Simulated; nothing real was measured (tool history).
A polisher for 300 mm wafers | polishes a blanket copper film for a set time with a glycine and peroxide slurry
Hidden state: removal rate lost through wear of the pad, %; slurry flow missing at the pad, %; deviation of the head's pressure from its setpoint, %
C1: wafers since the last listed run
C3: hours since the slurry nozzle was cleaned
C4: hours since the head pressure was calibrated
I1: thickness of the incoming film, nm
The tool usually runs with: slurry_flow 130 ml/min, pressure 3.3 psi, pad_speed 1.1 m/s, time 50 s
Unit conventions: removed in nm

run 1 day=0 | slurry_flow=130 pressure=3.3 pad_speed=1.1 time=44 | C1=0 wafers_polished_on_this_pad=579 C3=133.1 C4=811.8 | I1=1909.2 | removed=222.1
run 2 day=1.171 | slurry_flow=130 pressure=3.3 pad_speed=1.1 time=44 | C1=204 wafers_polished_on_this_pad=783 C3=161.2 C4=839.9 | I1=1943.8 | removed=217.6
run 3 day=1.796 | slurry_flow=130 pressure=3.3 pad_speed=1.1 time=44 | C1=109 wafers_polished_on_this_pad=893 C3=176.2 C4=854.9 | I1=1922.3 | removed=221.7
run 4 day=2.758 | slurry_flow=130 pressure=3.3 pad_speed=1.02 time=50 | C1=168 wafers_polished_on_this_pad=1061 C3=199.3 C4=878 | I1=1907.7 | removed=237.6
-- day=3.358 slurry nozzle cleaned
-- day=3.7 worn pad replaced by a new one
run 5 day=4.092 | slurry_flow=100 pressure=3.3 pad_speed=1.1 time=50 | C1=196 wafers_polished_on_this_pad=68 C3=17.6 C4=910 | I1=1896.7 | removed=258.1
run 6 day=5.138 | slurry_flow=130 pressure=3.3 pad_speed=1.1 time=60 | C1=182 wafers_polished_on_this_pad=251 C3=42.7 C4=935.1 | I1=1901.1 | removed=327.3
run 7 day=5.875 | slurry_flow=130 pressure=3.3 pad_speed=1.1 time=50 | C1=128 wafers_polished_on_this_pad=380 C3=60.4 C4=952.8 | I1=1886.4 | removed=263.7
run 8 day=6.538 | slurry_flow=130 pressure=3.3 pad_speed=1.28 time=57 | C1=115 wafers_polished_on_this_pad=495 C3=76.3 C4=968.7 | I1=1907.9 | removed=334.6
run 9 day=7.404 | slurry_flow=130 pressure=3.3 pad_speed=1.28 time=57 | C1=151 wafers_polished_on_this_pad=647 C3=97.1 C4=989.5 | I1=1950.7 | removed=321.5
run 10 day=8.642 | slurry_flow=130 pressure=3.3 pad_speed=1.1 time=50 | C1=216 wafers_polished_on_this_pad=863 C3=126.8 C4=1019.2 | I1=1916 | removed=252.2
run 11 day=9.412 | slurry_flow=130 pressure=3.3 pad_speed=1.1 time=50 | C1=134 wafers_polished_on_this_pad=998 C3=145.3 C4=1037.7 | I1=1882.6 | removed=252.3
-- day=9.792 head pressure recalibrated
-- day=10.042 worn pad replaced by a new one
run 12 day=10.329 | slurry_flow=130 pressure=3.3 pad_speed=1.1 time=50 | C1=116 wafers_polished_on_this_pad=50 C3=167.3 C4=12.9 | I1=1916.3 | removed=248.5
run 13 day=11.742 | slurry_flow=130 pressure=3.3 pad_speed=1.1 time=50 | C1=246 wafers_polished_on_this_pad=297 C3=201.2 C4=46.8 | I1=1897.2 | removed=247.1
run 14 day=12.712 | slurry_flow=130 pressure=3.3 pad_speed=1.1 time=50 | C1=169 wafers_polished_on_this_pad=466 C3=224.5 C4=70.1 | I1=1927.2 | removed=235.6
-- day=13.3 slurry nozzle cleaned
run 15 day=13.771 | slurry_flow=130 pressure=3.3 pad_speed=1.1 time=45 | C1=177 wafers_polished_on_this_pad=644 C3=11.3 C4=95.5 | I1=1895 | removed=254.9
run 16 day=15.083 | slurry_flow=155 pressure=3.3 pad_speed=1.1 time=50 | C1=229 wafers_polished_on_this_pad=873 C3=42.8 C4=127 | I1=1896.9 | removed=279.6
-- day=15.721 worn pad replaced by a new one
run 17 day=16.35 | slurry_flow=155 pressure=3.3 pad_speed=1.1 time=50 | C1=192 wafers_polished_on_this_pad=109 C3=73.2 C4=157.4 | I1=1951.6 | removed=279.5
run 18 day=16.971 | slurry_flow=130 pressure=3.7 pad_speed=0.88 time=50 | C1=108 wafers_polished_on_this_pad=218 C3=88.1 C4=172.3 | I1=1923.2 | removed=247.8
run 19 day=17.967 | slurry_flow=130 pressure=3.3 pad_speed=1.1 time=50 | C1=173 wafers_polished_on_this_pad=392 C3=112 C4=196.2 | I1=1889.7 | removed=257.5
run 20 day=19.225 | slurry_flow=130 pressure=3.3 pad_speed=1.1 time=50 | C1=219 wafers_polished_on_this_pad=612 C3=142.2 C4=226.4 | I1=1942.7 | removed=249.9
run 21 day=20.479 | slurry_flow=90 pressure=3.3 pad_speed=0.74 time=50 | C1=219 wafers_polished_on_this_pad=831 C3=172.3 C4=256.5 | I1=1920.5 | removed=166.5
run 22 day=21.729 | slurry_flow=100 pressure=4.3 pad_speed=1.36 time=43 | C1=218 wafers_polished_on_this_pad=1049 C3=202.3 C4=286.5 | I1=1909.2 | removed=265.5
-- day=21.85 slurry nozzle cleaned
-- day=22.271 worn pad replaced by a new one
run 23 day=23.038 | slurry_flow=130 pressure=3.3 pad_speed=1.1 time=50 | C1=192 wafers_polished_on_this_pad=133 C3=28.5 C4=317.9 | I1=1918 | removed=270.2
run 24 day=23.967 | slurry_flow=130 pressure=3.8 pad_speed=0.8 time=40 | C1=162 wafers_polished_on_this_pad=296 C3=50.8 C4=340.2 | I1=1898.4 | removed=193.2
run 25 day=24.808 | slurry_flow=105 pressure=2.3 pad_speed=1.1 time=50 | C1=147 wafers_polished_on_this_pad=443 C3=71 C4=360.4 | I1=1909.3 | removed=187.4
run 26 day=25.375 | slurry_flow=130 pressure=3.3 pad_speed=1.1 time=50 | C1=99 wafers_polished_on_this_pad=542 C3=84.6 C4=374 | I1=1922.9 | removed=261
run 27 day=26.388 | slurry_flow=155 pressure=3.7 pad_speed=0.94 time=50 | C1=176 wafers_polished_on_this_pad=719 C3=108.9 C4=398.3 | I1=1918.8 | removed=262.2
run 28 day=26.938 | slurry_flow=130 pressure=3.3 pad_speed=1.1 time=50 | C1=96 wafers_polished_on_this_pad=815 C3=122.1 C4=411.5 | I1=1920.2 | removed=245.5
run 29 day=27.996 | slurry_flow=130 pressure=3.3 pad_speed=0.96 time=50 | C1=184 wafers_polished_on_this_pad=1000 C3=147.5 C4=436.9 | I1=1917.9 | removed=226.2
-- day=28.312 worn pad replaced by a new one
run 30 day=28.696 | slurry_flow=170 pressure=3.7 pad_speed=1.42 time=50 | C1=93 wafers_polished_on_this_pad=66 C3=164.3 C4=453.7 | I1=1928.9 | removed=345.3
run 31 day=29.808 | slurry_flow=130 pressure=3.3 pad_speed=1.1 time=50 | C1=194 wafers_polished_on_this_pad=261 C3=191 C4=480.4 | I1=1900.9 | removed=239.1
run 32 day=30.446 | slurry_flow=110 pressure=2.5 pad_speed=1.36 time=50 | C1=111 wafers_polished_on_this_pad=372 C3=206.3 C4=495.7 | I1=1897.2 | removed=206.3
run 33 day=31.062 | slurry_flow=130 pressure=3.3 pad_speed=1.1 time=43 | C1=107 wafers_polished_on_this_pad=480 C3=221.1 C4=510.5 | I1=1915.8 | removed=198.1
run 34 day=32.062 | slurry_flow=105 pressure=2.9 pad_speed=1.1 time=50 | C1=174 wafers_polished_on_this_pad=655 C3=245.1 C4=534.5 | I1=1921.6 | removed=191.8

Predict each of these 4 candidate next runs independently; none follows another, all start after run 34:
run A day=32.079 | slurry_flow=130 pressure=3.3 pad_speed=1.1 time=50 | C1=2 wafers_polished_on_this_pad=658 C3=245.5 C4=534.9 | I1=1917 | removed=?
run B day=32.079 | slurry_flow=140 pressure=3.3 pad_speed=1.1 time=50 | C1=2 wafers_polished_on_this_pad=658 C3=245.5 C4=534.9 | I1=1917 | removed=?
run C day=32.079 | slurry_flow=140 pressure=3.3 pad_speed=1.1 time=59 | C1=2 wafers_polished_on_this_pad=658 C3=245.5 C4=534.9 | I1=1917 | removed=?
run D day=32.079 | slurry_flow=130 pressure=3.3 pad_speed=1.1 time=65 | C1=2 wafers_polished_on_this_pad=658 C3=245.5 C4=534.9 | I1=1917 | removed=?

run=A removed=237.3
run=B removed=244.2
run=C removed=288.2
run=D removed=308.5
Without the tool's unlogged condition, the same runs would have read:
run=A removed=289
run=B removed=293.5
run=C removed=346.3
run=D removed=375.7

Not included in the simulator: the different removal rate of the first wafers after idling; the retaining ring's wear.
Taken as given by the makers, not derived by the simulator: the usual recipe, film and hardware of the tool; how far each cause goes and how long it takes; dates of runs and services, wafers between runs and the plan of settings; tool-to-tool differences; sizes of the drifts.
